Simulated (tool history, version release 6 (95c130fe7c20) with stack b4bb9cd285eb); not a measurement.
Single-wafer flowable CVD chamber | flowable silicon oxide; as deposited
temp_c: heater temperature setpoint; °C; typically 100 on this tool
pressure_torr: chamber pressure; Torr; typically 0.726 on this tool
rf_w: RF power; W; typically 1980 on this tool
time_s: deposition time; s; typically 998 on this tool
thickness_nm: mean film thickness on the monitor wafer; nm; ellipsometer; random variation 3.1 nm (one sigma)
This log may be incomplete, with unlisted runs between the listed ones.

| run | hour | temp_c | pressure_torr | rf_w | time_s | wafers since the last listed run | hours since the last thermocouple change | hours since the last RF generator calibration | hours since the last manometer calibration | hours since the showerhead was replaced | hours since the gauge calibration | read-back reference wafer on the same gauge, thickness_nm | thickness_nm |
|---|---|---|---|---|---|---|---|---|---|---|---|---|---|
| 1 | 0 | 100 | 0.856 | 1980 | 998 | 0 | 1361.7 | 1255.6 | 1359.6 | 4582 | 455.4 | 561.406 | 690.647 |
| 2 | 33.1 | 100 | 0.726 | 2150 | 998 | 42 | 1394.8 | 1288.7 | 1392.7 | 4615.1 | 488.5 | 562.809 | 591.184 |
| 3 | 68.5 | 100 | 0.726 | 2150 | 998 | 45 | 1430.2 | 1324.1 | 1428.1 | 4650.5 | 523.9 | 563.939 | 595.798 |
| 4 | 98.9 | 100 | 0.726 | 2150 | 998 | 39 | 1460.6 | 1354.5 | 1458.5 | 4680.9 | 554.3 | 564.72 | 586.99 |
| 5 | 118.2 | 109 | 0.726 | 1980 | 998 | 25 | 1479.9 | 1373.8 | 1477.8 | 4700.2 | 573.6 | 566.224 | 412.82 |
| 6 | 151.5 | 100 | 0.726 | 1980 | 1116 | 43 | 1513.2 | 1407.1 | 1511.1 | 4733.5 | 606.9 | 566.974 | 658.943 |
| 7 | 167.1 | 100 | 0.726 | 1980 | 1116 | 20 | 1528.8 | 1422.7 | 1526.7 | 4749.1 | 622.5 | 566.827 | 653.046 |
| 8 | 187.6 | 100 | 0.726 | 1980 | 998 | 26 | 1549.3 | 1443.2 | 1547.2 | 4769.6 | 643 | 568.787 | 590.399 |
| 9 | 203.2 | 100 | 0.726 | 1980 | 998 | 20 | 1564.9 | 1458.8 | 1562.8 | 4785.2 | 658.6 | 569.224 | 585.512 |
|  | 214.5 | capacitance manometer re-zeroed and calibrated |
| 10 | 224.5 | 100 | 0.726 | 1980 | 998 | 17 | 1586.2 | 1480.1 | 10 | 4806.5 | 679.9 | 569.832 | 593.843 |
|  | 241 | thermocouple changed; heater temperature recalibrated |
|  | 247.3 | showerhead replaced |
| 11 | 254.2 | 100 | 0.726 | 1980 | 998 | 19 | 13.2 | 1509.8 | 39.7 | 6.9 | 709.6 | 570.833 | 592.29 |
| 12 | 272 | 100 | 0.726 | 2150 | 998 | 23 | 31 | 1527.6 | 57.5 | 24.7 | 727.4 | 571.796 | 602.585 |
|  | 294 | gauge calibrated |
| 13 | 305.9 | 100 | 0.906 | 1805 | 998 | 44 | 64.9 | 1561.5 | 91.4 | 58.6 | 11.9 | 558.309 | 713.66 |
| 14 | 335.1 | 100 | 0.774 | 1980 | 1052 | 37 | 94.1 | 1590.7 | 120.6 | 87.8 | 41.1 | 559.053 | 654.728 |
| 15 | 411.5 | 100 | 0.726 | 1980 | 998 | 99 | 170.5 | 1667.1 | 197 | 164.2 | 117.5 | 558.607 | 577.066 |
| 16 | 433.6 | 100 | 0.828 | 2125 | 810 | 28 | 192.6 | 1689.2 | 219.1 | 186.3 | 139.6 | 559.564 | 543.331 |
|  | 449.4 | RF generator calibrated |
| 17 | 466.3 | 94 | 0.657 | 1680 | 998 | 32 | 225.3 | 16.9 | 251.8 | 219 | 172.3 | 559.699 | 643.268 |
| 18 | 483.1 | 86 | 0.552 | 1590 | 907 | 21 | 242.1 | 33.7 | 268.6 | 235.8 | 189.1 | 559.879 | 645.752 |
| 19 | 503.5 | 114 | 0.859 | 1980 | 998 | 26 | 262.5 | 54.1 | 289 | 256.2 | 209.5 | 559.228 | 410.81 |
| 20 | 529.1 | 100 | 0.726 | 1980 | 998 | 33 | 288.1 | 79.7 | 314.6 | 281.8 | 235.1 | 561.198 | 577.441 |
| 21 | 554 | 112 | 0.726 | 1980 | 907 | 32 | 313 | 104.6 | 339.5 | 306.7 | 260 | 561.098 | 334.395 |

The next listed run, before its measurement:
| 22 | 577.1 | 91 | 0.834 | 2145 | 1098 | 30 | 336.1 | 127.7 | 362.6 | 329.8 | 283.1 | ? | ? |

{"run 22": {"read-back reference wafer on the same gauge, thickness_nm": 561.044, "thickness_nm": 1038.398}}
The same run, on a tool lacking any hidden state, would have yielded thickness_nm 1028.802 nm.
